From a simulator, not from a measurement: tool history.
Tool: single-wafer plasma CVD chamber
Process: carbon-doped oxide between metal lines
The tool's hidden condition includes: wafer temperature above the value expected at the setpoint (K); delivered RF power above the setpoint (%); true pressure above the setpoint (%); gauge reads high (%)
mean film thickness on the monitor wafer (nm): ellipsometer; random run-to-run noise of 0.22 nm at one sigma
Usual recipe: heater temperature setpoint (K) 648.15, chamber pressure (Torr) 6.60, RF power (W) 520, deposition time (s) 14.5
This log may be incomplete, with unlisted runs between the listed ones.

| run | day | heater temperature setpoint (K) | chamber pressure (Torr) | RF power (W) | deposition time (s) | wafers since the last listed run | hours since the last thermocouple change | hours since the last RF generator calibration | hours since the last manometer calibration | hours since the showerhead was replaced | hours since the gauge calibration | read-back reference wafer on the same gauge, thickness_nm | mean film thickness on the monitor wafer (nm) |
|---|---|---|---|---|---|---|---|---|---|---|---|---|---|
| 1 | 0.000 | 648.15 | 6.60 | 520 | 14.5 | 0 | 1288.3 | 1322.4 | 1218.5 | 3784.1 | 573.9 | 73.198 | 75.348 |
| 2 | 4.042 | 648.15 | 6.60 | 520 | 14.5 | 2432 | 1385.3 | 1419.4 | 1315.5 | 3881.1 | 670.9 | 73.226 | 75.279 |
| 3 | 7.292 | 648.15 | 6.60 | 520 | 14.5 | 1956 | 1463.3 | 1497.4 | 1393.5 | 3959.1 | 748.9 | 73.171 | 75.090 |
| 4 | 9.808 | 637.15 | 6.60 | 520 | 14.5 | 1514 | 1523.7 | 1557.8 | 1453.9 | 4019.5 | 809.3 | 73.075 | 76.434 |
| 5 | 12.192 | 648.15 | 6.60 | 520 | 14.5 | 1434 | 1580.9 | 1615.0 | 1511.1 | 4076.7 | 866.5 | 73.168 | 74.647 |
|  | 13.517 | capacitance manometer re-zeroed and calibrated |
|  | 14.346 | gauge calibrated |
| 6 | 15.025 | 648.15 | 6.60 | 520 | 14.5 | 1504 | 1648.9 | 1683.0 | 36.2 | 4144.7 | 16.3 | 73.172 | 74.193 |
|  | 16.412 | RF generator calibrated |
| 7 | 17.612 | 648.15 | 6.60 | 520 | 14.5 | 1356 | 1711.0 | 28.8 | 98.3 | 4206.8 | 78.4 | 73.207 | 76.972 |
| 8 | 20.079 | 648.15 | 6.60 | 520 | 14.5 | 1484 | 1770.2 | 88.0 | 157.5 | 4266.0 | 137.6 | 73.213 | 76.571 |
| 9 | 21.604 | 648.15 | 6.60 | 520 | 14.5 | 917 | 1806.8 | 124.6 | 194.1 | 4302.6 | 174.2 | 73.200 | 76.996 |
| 10 | 25.533 | 648.15 | 5.15 | 520 | 14.5 | 2365 | 1901.1 | 218.9 | 288.4 | 4396.9 | 268.5 | 73.094 | 73.742 |
|  | 26.779 | thermocouple changed; heater temperature recalibrated |
| 11 | 27.954 | 648.15 | 6.60 | 520 | 14.5 | 1256 | 28.2 | 277.0 | 346.5 | 4455.0 | 326.6 | 73.204 | 76.652 |
| 12 | 31.583 | 648.15 | 6.60 | 550 | 14.5 | 2184 | 115.3 | 364.1 | 433.6 | 4542.1 | 413.7 | 73.200 | 78.926 |
|  | 32.392 | showerhead replaced, of another model than before |
| 13 | 34.583 | 663.15 | 6.60 | 520 | 12.6 | 1605 | 187.3 | 436.1 | 505.6 | 52.6 | 485.7 | 73.229 | 64.413 |
| 14 | 37.221 | 642.15 | 5.72 | 480 | 14.5 | 1587 | 250.6 | 499.4 | 568.9 | 115.9 | 549.0 | 73.178 | 69.037 |
| 15 | 41.696 | 648.15 | 6.60 | 520 | 14.5 | 2693 | 358.0 | 606.8 | 676.3 | 223.3 | 656.4 | 73.219 | 75.938 |
| 16 | 44.762 | 648.15 | 6.60 | 425 | 16.2 | 1845 | 431.6 | 680.4 | 749.9 | 296.9 | 730.0 | 73.100 | 68.420 |

Alternative continuations, all from the tool just after run 16; predict every row:
| A | 44.779 | 648.15 | 6.60 | 520 | 14.5 | 10 | 432.0 | 680.8 | 750.3 | 297.3 | 730.4 | ? | ? |
| B | 44.779 | 648.15 | 6.60 | 520 | 12.4 | 10 | 432.0 | 680.8 | 750.3 | 297.3 | 730.4 | ? | ? |
| C | 44.779 | 648.15 | 5.83 | 620 | 17.2 | 10 | 432.0 | 680.8 | 750.3 | 297.3 | 730.4 | ? | ? |
| D | 44.779 | 637.15 | 6.60 | 440 | 14.5 | 10 | 432.0 | 680.8 | 750.3 | 297.3 | 730.4 | ? | ? |

| run | read-back reference wafer on the same gauge, thickness_nm | mean film thickness on the monitor wafer (nm) |
|---|---|---|
| A | 73.259 | 75.930 |
| B | 73.259 | 65.105 |
| C | 73.259 | 101.376 |
| D | 73.259 | 65.423 |
Without the tool's unlogged condition, the same runs would have read:
| run | mean film thickness on the monitor wafer (nm) |
|---|---|
| A | 77.117 |
| B | 66.123 |
| C | 102.892 |
| D | 66.631 |

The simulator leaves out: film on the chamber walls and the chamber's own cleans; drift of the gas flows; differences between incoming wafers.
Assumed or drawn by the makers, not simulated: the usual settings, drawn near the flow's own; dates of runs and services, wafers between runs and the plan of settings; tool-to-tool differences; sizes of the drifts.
